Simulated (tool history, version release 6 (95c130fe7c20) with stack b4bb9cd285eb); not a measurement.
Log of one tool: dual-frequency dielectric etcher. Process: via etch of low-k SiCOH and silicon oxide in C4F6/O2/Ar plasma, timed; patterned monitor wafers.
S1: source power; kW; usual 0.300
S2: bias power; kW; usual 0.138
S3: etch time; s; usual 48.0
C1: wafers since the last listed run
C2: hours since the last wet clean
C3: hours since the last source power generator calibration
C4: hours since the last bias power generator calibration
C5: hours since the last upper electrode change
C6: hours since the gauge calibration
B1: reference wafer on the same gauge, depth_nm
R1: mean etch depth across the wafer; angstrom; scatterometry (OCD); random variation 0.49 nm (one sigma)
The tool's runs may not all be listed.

run,hour,S1,S2,S3,C1,C2,C3,C4,C5,C6,B1,R1
1,0.0,0.300,0.138,48.0,0,346.7,3325.1,1896.8,3795.2,131.8,119.9,1030
# hour 33.0: wet clean of the chamber
2,33.5,0.300,0.138,48.0,120,0.5,3358.6,1930.3,3828.7,165.3,119.6,1034
3,33.9,0.300,0.138,48.0,5,0.9,3359.0,1930.7,3829.1,165.7,119.7,1033
4,47.6,0.300,0.138,48.0,173,14.6,3372.7,1944.4,3842.8,179.4,119.6,1031
5,64.2,0.300,0.138,48.0,210,31.2,3389.3,1961.0,3859.4,196.0,119.6,1028
6,96.8,0.300,0.138,48.0,413,63.8,3421.9,1993.6,3892.0,228.6,119.5,1023
7,120.7,0.300,0.138,48.0,302,87.7,3445.8,2017.5,3915.9,252.5,119.6,1035
8,144.6,0.300,0.148,41.5,302,111.6,3469.7,2041.4,3939.8,276.4,119.5,907
9,174.9,0.300,0.138,48.0,384,141.9,3500.0,2071.7,3970.1,306.7,119.4,1036
# hour 202.5: bias power generator calibrated
10,203.0,0.300,0.138,48.0,305,170.0,3528.1,0.5,3998.2,334.8,119.4,1038
# hour 225.3: gauge calibrated
11,226.3,0.300,0.138,48.0,295,193.3,3551.4,23.8,4021.5,1.0,121.0,1036
12,243.5,0.300,0.146,48.0,218,210.5,3568.6,41.0,4038.7,18.2,120.7,1066
# hour 268.9: source power generator calibrated
13,270.7,0.220,0.151,35.5,294,237.7,1.8,68.2,4065.9,45.4,120.2,703
14,305.0,0.300,0.138,48.0,434,272.0,36.1,102.5,4100.2,79.7,120.0,1039
15,331.7,0.300,0.138,48.0,338,298.7,62.8,129.2,4126.9,106.4,119.9,1042
16,344.9,0.300,0.138,48.0,167,311.9,76.0,142.4,4140.1,119.6,119.5,1035
17,361.2,0.330,0.113,35.0,206,328.2,92.3,158.7,4156.4,135.9,119.7,749
# hour 388.4: upper electrode replaced
# hour 410.8: wet clean of the chamber
18,411.3,0.330,0.154,43.5,46,0.5,142.4,208.8,22.9,186.0,119.3,1000
19,419.7,0.380,0.138,60.5,106,8.9,150.8,217.2,31.3,194.4,119.2,1426
20,436.6,0.300,0.126,48.0,214,25.8,167.7,234.1,48.2,211.3,119.4,1012
21,454.4,0.370,0.121,37.5,225,43.6,185.5,251.9,66.0,229.1,119.3,844
22,527.6,0.300,0.151,48.0,927,116.8,258.7,325.1,139.2,302.3,119.0,1057
23,548.1,0.300,0.114,48.0,259,137.3,279.2,345.6,159.7,322.8,119.1,981
24,565.9,0.300,0.138,48.0,225,155.1,297.0,363.4,177.5,340.6,119.0,1035

5 ways to go on from here, each from the tool as it stands after run 24. What would each give?
A,566.3,0.300,0.138,48.0,5,155.5,297.4,363.8,177.9,341.0,?,?
B,566.3,0.240,0.147,55.0,5,155.5,297.4,363.8,177.9,341.0,?,?
C,566.3,0.360,0.138,48.0,5,155.5,297.4,363.8,177.9,341.0,?,?
D,566.3,0.370,0.164,54.0,5,155.5,297.4,363.8,177.9,341.0,?,?
E,566.3,0.300,0.138,53.5,5,155.5,297.4,363.8,177.9,341.0,?,?

run,B1,R1
A,119.1,1024
B,119.1,1096
C,119.1,1098
D,119.1,1306
E,119.1,1141
Without the tool's hidden state the same runs would have given:
run,R1
A,1041
B,1114
C,1116
D,1328
E,1160
